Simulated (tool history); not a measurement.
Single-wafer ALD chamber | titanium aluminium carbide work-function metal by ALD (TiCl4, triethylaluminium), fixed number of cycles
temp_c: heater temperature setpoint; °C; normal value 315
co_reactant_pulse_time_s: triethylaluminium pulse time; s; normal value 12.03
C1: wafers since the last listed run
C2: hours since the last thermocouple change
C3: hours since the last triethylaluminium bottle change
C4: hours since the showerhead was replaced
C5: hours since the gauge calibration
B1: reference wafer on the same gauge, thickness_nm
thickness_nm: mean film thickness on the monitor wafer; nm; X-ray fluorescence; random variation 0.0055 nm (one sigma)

{"run": 1, "hour": 0.0, "temp_c": 315, "co_reactant_pulse_time_s": 12.03, "C1": 0, "C2": 787.7, "C3": 1049.4, "C4": 4928.7, "C5": 36.9, "B1": 2.179, "thickness_nm": 2.138}
{"run": 2, "hour": 17.2, "temp_c": 315, "co_reactant_pulse_time_s": 12.03, "C1": 124, "C2": 804.9, "C3": 1066.6, "C4": 4945.9, "C5": 54.1, "B1": 2.178, "thickness_nm": 2.13}
{"run": 3, "hour": 27.2, "temp_c": 315, "co_reactant_pulse_time_s": 12.03, "C1": 72, "C2": 814.9, "C3": 1076.6, "C4": 4955.9, "C5": 64.1, "B1": 2.18, "thickness_nm": 2.113}
{"run": 4, "hour": 34.5, "temp_c": 315, "co_reactant_pulse_time_s": 12.03, "C1": 52, "C2": 822.2, "C3": 1083.9, "C4": 4963.2, "C5": 71.4, "B1": 2.181, "thickness_nm": 2.12}
{"run": 5, "hour": 50.8, "temp_c": 321, "co_reactant_pulse_time_s": 8.31, "C1": 117, "C2": 838.5, "C3": 1100.2, "C4": 4979.5, "C5": 87.7, "B1": 2.181, "thickness_nm": 2.136}
{"run": 6, "hour": 65.7, "temp_c": 321, "co_reactant_pulse_time_s": 8.31, "C1": 107, "C2": 853.4, "C3": 1115.1, "C4": 4994.4, "C5": 102.6, "B1": 2.181, "thickness_nm": 2.138}
{"run": 7, "hour": 79.0, "temp_c": 321, "co_reactant_pulse_time_s": 8.31, "C1": 96, "C2": 866.7, "C3": 1128.4, "C4": 5007.7, "C5": 115.9, "B1": 2.181, "thickness_nm": 2.142}
{"run": 8, "hour": 95.6, "temp_c": 315, "co_reactant_pulse_time_s": 9.33, "C1": 120, "C2": 883.3, "C3": 1145.0, "C4": 5024.3, "C5": 132.5, "B1": 2.18, "thickness_nm": 2.089}
{"run": 9, "hour": 106.3, "temp_c": 315, "co_reactant_pulse_time_s": 9.33, "C1": 77, "C2": 894.0, "C3": 1155.7, "C4": 5035.0, "C5": 143.2, "B1": 2.178, "thickness_nm": 2.099}
{"run": 10, "hour": 119.0, "temp_c": 315, "co_reactant_pulse_time_s": 12.03, "C1": 91, "C2": 906.7, "C3": 1168.4, "C4": 5047.7, "C5": 155.9, "B1": 2.181, "thickness_nm": 2.12}
{"run": 11, "hour": 132.6, "temp_c": 315, "co_reactant_pulse_time_s": 12.03, "C1": 98, "C2": 920.3, "C3": 1182.0, "C4": 5061.3, "C5": 169.5, "B1": 2.181, "thickness_nm": 2.126}
{"run": 12, "hour": 138.7, "temp_c": 315, "co_reactant_pulse_time_s": 12.03, "C1": 44, "C2": 926.4, "C3": 1188.1, "C4": 5067.4, "C5": 175.6, "B1": 2.18, "thickness_nm": 2.123}
{"run": 13, "hour": 147.8, "temp_c": 307, "co_reactant_pulse_time_s": 12.03, "C1": 65, "C2": 935.5, "C3": 1197.2, "C4": 5076.5, "C5": 184.7, "B1": 2.182, "thickness_nm": 2.045}
{"run": 14, "hour": 158.9, "temp_c": 307, "co_reactant_pulse_time_s": 12.03, "C1": 80, "C2": 946.6, "C3": 1208.3, "C4": 5087.6, "C5": 195.8, "B1": 2.179, "thickness_nm": 2.043}
{"hour": 173.3, "done": "showerhead replaced"}
{"run": 15, "hour": 173.8, "temp_c": 307, "co_reactant_pulse_time_s": 12.03, "C1": 49, "C2": 961.5, "C3": 1223.2, "C4": 0.5, "C5": 210.7, "B1": 2.179, "thickness_nm": 2.038}
{"run": 16, "hour": 184.1, "temp_c": 321, "co_reactant_pulse_time_s": 12.03, "C1": 74, "C2": 971.8, "C3": 1233.5, "C4": 10.8, "C5": 221.0, "B1": 2.183, "thickness_nm": 2.174}
{"run": 17, "hour": 192.4, "temp_c": 321, "co_reactant_pulse_time_s": 12.03, "C1": 60, "C2": 980.1, "C3": 1241.8, "C4": 19.1, "C5": 229.3, "B1": 2.179, "thickness_nm": 2.182}
{"hour": 206.9, "done": "triethylaluminium bottle replaced"}
{"run": 18, "hour": 207.4, "temp_c": 324, "co_reactant_pulse_time_s": 7.61, "C1": 50, "C2": 995.1, "C3": 0.5, "C4": 34.1, "C5": 244.3, "B1": 2.183, "thickness_nm": 2.156}
{"run": 19, "hour": 215.0, "temp_c": 325, "co_reactant_pulse_time_s": 9.91, "C1": 54, "C2": 1002.7, "C3": 8.1, "C4": 41.7, "C5": 251.9, "B1": 2.182, "thickness_nm": 2.213}
{"hour": 218.3, "done": "gauge calibrated"}
{"run": 20, "hour": 231.0, "temp_c": 302, "co_reactant_pulse_time_s": 13.94, "C1": 115, "C2": 1018.7, "C3": 24.1, "C4": 57.7, "C5": 12.7, "B1": 2.179, "thickness_nm": 2.001}
{"run": 21, "hour": 239.4, "temp_c": 323, "co_reactant_pulse_time_s": 9.6, "C1": 60, "C2": 1027.1, "C3": 32.5, "C4": 66.1, "C5": 21.1, "B1": 2.181, "thickness_nm": 2.175}
{"run": 22, "hour": 256.6, "temp_c": 315, "co_reactant_pulse_time_s": 12.03, "C1": 124, "C2": 1044.3, "C3": 49.7, "C4": 83.3, "C5": 38.3, "B1": 2.179, "thickness_nm": 2.123}
{"run": 23, "hour": 271.6, "temp_c": 315, "co_reactant_pulse_time_s": 9.55, "C1": 108, "C2": 1059.3, "C3": 64.7, "C4": 98.3, "C5": 53.3, "B1": 2.181, "thickness_nm": 2.097}
{"hour": 286.8, "done": "thermocouple changed; heater temperature recalibrated"}
{"run": 24, "hour": 287.5, "temp_c": 322, "co_reactant_pulse_time_s": 8.94, "C1": 57, "C2": 0.7, "C3": 80.6, "C4": 114.2, "C5": 69.2, "B1": 2.177, "thickness_nm": 2.208}
{"run": 25, "hour": 303.6, "temp_c": 324, "co_reactant_pulse_time_s": 7.55, "C1": 116, "C2": 16.8, "C3": 96.7, "C4": 130.3, "C5": 85.3, "B1": 2.18, "thickness_nm": 2.199}
{"run": 26, "hour": 310.2, "temp_c": 310, "co_reactant_pulse_time_s": 9.46, "C1": 47, "C2": 23.4, "C3": 103.3, "C4": 136.9, "C5": 91.9, "B1": 2.18, "thickness_nm": 2.1}
{"run": 27, "hour": 319.5, "temp_c": 319, "co_reactant_pulse_time_s": 15.23, "C1": 67, "C2": 32.7, "C3": 112.6, "C4": 146.2, "C5": 101.2, "B1": 2.182, "thickness_nm": 2.224}
{"run": 28, "hour": 332.8, "temp_c": 302, "co_reactant_pulse_time_s": 12.03, "C1": 96, "C2": 46.0, "C3": 125.9, "C4": 159.5, "C5": 114.5, "B1": 2.18, "thickness_nm": 2.034}
{"run": 29, "hour": 350.5, "temp_c": 315, "co_reactant_pulse_time_s": 12.03, "C1": 128, "C2": 63.7, "C3": 143.6, "C4": 177.2, "C5": 132.2, "B1": 2.18, "thickness_nm": 2.167}
{"run": 30, "hour": 368.5, "temp_c": 320, "co_reactant_pulse_time_s": 7.68, "C1": 130, "C2": 81.7, "C3": 161.6, "C4": 195.2, "C5": 150.2, "B1": 2.18, "thickness_nm": 2.149}

Consider 4 possible next runs. They are alternatives, not a sequence: every one starts from the tool as it was left by run 30. What does each give?
{"run": "A", "hour": 368.9, "temp_c": 311, "co_reactant_pulse_time_s": 12.03, "C1": 2, "C2": 82.1, "C3": 162.0, "C4": 195.6, "C5": 150.6, "B1": "?", "thickness_nm": "?"}
{"run": "B", "hour": 368.9, "temp_c": 329, "co_reactant_pulse_time_s": 9.79, "C1": 2, "C2": 82.1, "C3": 162.0, "C4": 195.6, "C5": 150.6, "B1": "?", "thickness_nm": "?"}
{"run": "C", "hour": 368.9, "temp_c": 305, "co_reactant_pulse_time_s": 7.61, "C1": 2, "C2": 82.1, "C3": 162.0, "C4": 195.6, "C5": 150.6, "B1": "?", "thickness_nm": "?"}
{"run": "D", "hour": 368.9, "temp_c": 325, "co_reactant_pulse_time_s": 16.72, "C1": 2, "C2": 82.1, "C3": 162.0, "C4": 195.6, "C5": 150.6, "B1": "?", "thickness_nm": "?"}

run=A B1=2.180 thickness_nm=2.127
run=B B1=2.180 thickness_nm=2.288
run=C B1=2.180 thickness_nm=2.008
run=D B1=2.180 thickness_nm=2.296
Had the tool no hidden state, the same runs would have come out as:
run=A thickness_nm=2.148
run=B thickness_nm=2.309
run=C thickness_nm=2.028
run=D thickness_nm=2.317

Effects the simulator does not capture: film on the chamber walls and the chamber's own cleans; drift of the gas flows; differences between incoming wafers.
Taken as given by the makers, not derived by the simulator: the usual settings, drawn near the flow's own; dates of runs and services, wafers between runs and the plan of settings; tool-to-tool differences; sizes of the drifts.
